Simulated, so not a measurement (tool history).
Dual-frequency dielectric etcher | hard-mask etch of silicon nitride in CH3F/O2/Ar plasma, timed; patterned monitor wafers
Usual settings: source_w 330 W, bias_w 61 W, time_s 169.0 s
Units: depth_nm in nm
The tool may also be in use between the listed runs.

run	hour	source_w	bias_w	time_s	read-back reference wafer on the same gauge, depth_nm	depth_nm
1	0.0	330	61	169.0	97.2	96.1
2	26.2	330	61	169.0	97.3	95.6
3	61.2	330	61	169.0	97.3	95.7
4	76.6	330	61	169.0	97.2	95.5
# hour 190.4: upper electrode replaced
5	190.9	330	61	169.0	97.2	94.8
# hour 212.2: source power generator calibrated
6	216.4	330	51	192.5	97.2	103.4
# hour 234.1: gauge calibrated
# hour 244.1: wet clean of the chamber
7	244.6	330	51	192.5	97.2	104.7
8	258.8	330	51	192.5	97.2	104.7
9	283.0	330	72	169.0	97.2	104.8
10	296.5	330	72	169.0	97.2	104.7
11	318.7	290	47	169.0	97.3	82.6
12	344.1	330	61	169.0	97.1	97.9
# hour 367.4: bias power generator calibrated
13	368.7	330	61	169.0	97.2	97.3
14	394.3	330	61	169.0	97.1	97.1
15	414.1	380	55	126.5	97.1	75.3
16	442.1	330	52	169.0	97.3	91.0
17	469.4	360	61	169.0	97.3	101.1
18	501.4	360	66	183.5	97.2	112.6
19	518.4	290	71	169.0	97.1	95.4
20	541.9	300	54	131.0	97.2	67.2
21	565.0	370	69	169.0	97.1	106.5

Forecast each of these 5 alternatives for the next run:
A	565.5	330	61	169.0	?	?
B	565.5	400	65	139.5	?	?
C	565.5	270	61	169.0	?	?
D	565.5	300	56	205.0	?	?
E	565.5	330	61	142.5	?	?

run	read-back reference wafer on the same gauge, depth_nm	depth_nm
A	97.2	96.1
B	97.2	89.6
C	97.2	86.2
D	97.2	107.1
E	97.2	81.0
Without the tool's hidden state the same runs would have given:
run	depth_nm
A	99.2
B	92.5
C	89.0
D	110.6
E	83.6

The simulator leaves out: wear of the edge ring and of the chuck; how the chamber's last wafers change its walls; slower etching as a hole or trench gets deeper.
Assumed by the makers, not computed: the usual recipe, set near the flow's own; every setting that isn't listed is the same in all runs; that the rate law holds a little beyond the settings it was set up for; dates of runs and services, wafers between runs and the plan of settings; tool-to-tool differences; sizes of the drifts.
